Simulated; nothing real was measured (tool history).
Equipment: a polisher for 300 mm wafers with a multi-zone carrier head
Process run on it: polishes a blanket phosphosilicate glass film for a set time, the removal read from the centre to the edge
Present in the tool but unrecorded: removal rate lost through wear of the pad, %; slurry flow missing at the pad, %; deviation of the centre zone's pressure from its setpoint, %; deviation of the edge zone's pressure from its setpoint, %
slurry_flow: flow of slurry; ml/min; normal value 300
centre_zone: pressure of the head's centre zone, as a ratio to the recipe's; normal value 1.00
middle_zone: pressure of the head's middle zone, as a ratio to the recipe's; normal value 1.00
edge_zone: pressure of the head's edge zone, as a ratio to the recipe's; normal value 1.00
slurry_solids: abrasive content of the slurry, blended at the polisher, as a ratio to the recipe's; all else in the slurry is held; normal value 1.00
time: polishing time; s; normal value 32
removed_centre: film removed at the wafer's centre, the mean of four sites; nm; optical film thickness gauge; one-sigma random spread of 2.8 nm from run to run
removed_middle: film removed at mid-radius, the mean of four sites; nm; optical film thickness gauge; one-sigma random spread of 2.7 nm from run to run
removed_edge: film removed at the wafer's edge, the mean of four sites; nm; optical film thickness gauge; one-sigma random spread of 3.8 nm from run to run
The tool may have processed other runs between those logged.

run	hour	slurry_flow	centre_zone	middle_zone	edge_zone	slurry_solids	time	wafers since the last listed run	wafers polished on this pad	hours since the slurry nozzle was cleaned	hours since the centre zone pressure was calibrated	hours since the edge zone pressure was calibrated	hours since the carrier head's membrane was replaced	incoming thickness of the incoming film, nm	removed_centre	removed_middle	removed_edge
1	0.0	300	1.00	1.00	1.00	1.00	32	0	881	216.9	824.2	373.7	694.3	1883.2	272.1	253.5	257.6
2	10.0	300	1.00	1.00	1.03	1.00	32	73	955	226.9	834.2	383.7	704.3	1902.5	276.9	253.9	260.9
3	16.5	250	1.00	1.00	1.00	1.00	32	47	1002	233.4	840.7	390.2	710.8	1869.1	267.5	245.0	247.7
4	51.0	250	1.00	1.00	1.00	1.00	32	252	1254	267.9	875.2	424.7	745.3	1847.8	275.2	250.4	253.4
# hour 70.1: worn pad replaced by a new one
5	70.6	300	1.00	1.05	1.00	1.00	32	113	3	287.5	894.8	444.3	764.9	1845.7	279.7	268.5	249.0
# hour 81.9: slurry nozzle cleaned
6	85.2	300	1.00	1.05	1.00	1.00	32	99	103	3.3	909.4	458.9	779.5	1834.7	284.6	259.1	262.1
7	95.5	300	1.00	1.00	1.00	1.00	25	75	178	13.6	919.7	469.2	789.8	1841.5	220.5	201.7	202.9
# hour 114.3: carrier head's membrane replaced by a new one
8	114.8	300	1.00	1.00	1.00	1.00	32	104	283	32.9	939.0	488.5	0.5	1849.8	282.4	254.6	253.1
9	117.0	250	1.00	1.00	1.00	1.00	32	16	299	35.1	941.2	490.7	2.7	1837.8	277.1	247.8	252.6
10	132.1	300	1.00	1.00	1.07	1.00	32	110	409	50.2	956.3	505.8	17.8	1861.6	284.0	251.7	265.4
11	145.2	250	1.00	1.00	1.00	1.00	32	95	505	63.3	969.4	518.9	30.9	1855.6	281.2	245.6	254.9
12	152.2	230	1.06	1.05	1.00	1.00	28	51	556	70.3	976.4	525.9	37.9	1876.1	249.1	222.7	218.0
# hour 163.4: edge zone pressure recalibrated
# hour 164.1: centre zone pressure recalibrated
13	167.9	300	1.00	1.00	1.00	1.00	32	94	651	86.0	3.8	4.5	53.6	1874.9	251.7	255.3	250.5
14	182.0	385	1.12	1.00	1.00	1.10	24	103	754	100.1	17.9	18.6	67.7	1853.1	228.2	202.8	199.3
15	192.2	300	1.00	1.00	1.00	1.00	26	74	828	110.3	28.1	28.8	77.9	1861.9	202.4	205.8	206.1
16	202.2	300	0.96	1.00	1.00	1.10	42	73	901	120.3	38.1	38.8	87.9	1878.1	343.4	342.1	338.9
17	208.9	300	1.00	1.11	1.10	1.25	37	48	950	127.0	44.8	45.5	94.6	1879.9	324.5	349.7	343.8
18	215.0	300	1.06	1.09	1.05	1.15	32	44	995	133.1	50.9	51.6	100.7	1876.6	286.3	290.4	274.7
19	221.1	250	1.00	1.00	1.00	1.00	32	44	1039	139.2	57.0	57.7	106.8	1861.4	249.2	249.6	254.6
20	258.9	300	1.08	1.00	1.00	0.80	32	276	1316	177.0	94.8	95.5	144.6	1893.8	246.9	224.0	231.4
21	276.5	300	1.07	1.00	0.92	1.20	32	128	1444	194.6	112.4	113.1	162.2	1861.6	298.2	271.0	264.8
22	287.3	300	1.00	1.05	1.00	1.00	32	78	1523	205.4	123.2	123.9	173.0	1856.0	255.5	260.5	253.5

Hidden state at the last listed run before each entry between runs and at the first one after, where it differs:
From run 4 to run 5: worn pad replaced by a new one (hour 70.1)
  deviation of the centre zone's pressure from its setpoint, %: 10.5 -> 10.8
  what was measured, less what the result would be without the hidden state, removed_centre: +26.4 -> +27.4 nm
From run 5 to run 6: slurry nozzle cleaned (hour 81.9)
  deviation of the centre zone's pressure from its setpoint, %: 10.8 -> 10.9
  what was measured, less what the result would be without the hidden state, removed_centre: +27.4 -> +28.3 nm
From run 7 to run 8: carrier head's membrane replaced by a new one (hour 114.3)
  deviation of the centre zone's pressure from its setpoint, %: 11.1 -> 11.3
  what was measured, less what the result would be without the hidden state, removed_centre: +22.1 -> +28.9 nm
From run 12 to run 13: edge zone pressure recalibrated (hour 163.4); centre zone pressure recalibrated (hour 164.1)
  deviation of the centre zone's pressure from its setpoint, %: 11.7 -> 0.239
  what was measured, less what the result would be without the hidden state, removed_centre: +26.2 -> +0.6 nm

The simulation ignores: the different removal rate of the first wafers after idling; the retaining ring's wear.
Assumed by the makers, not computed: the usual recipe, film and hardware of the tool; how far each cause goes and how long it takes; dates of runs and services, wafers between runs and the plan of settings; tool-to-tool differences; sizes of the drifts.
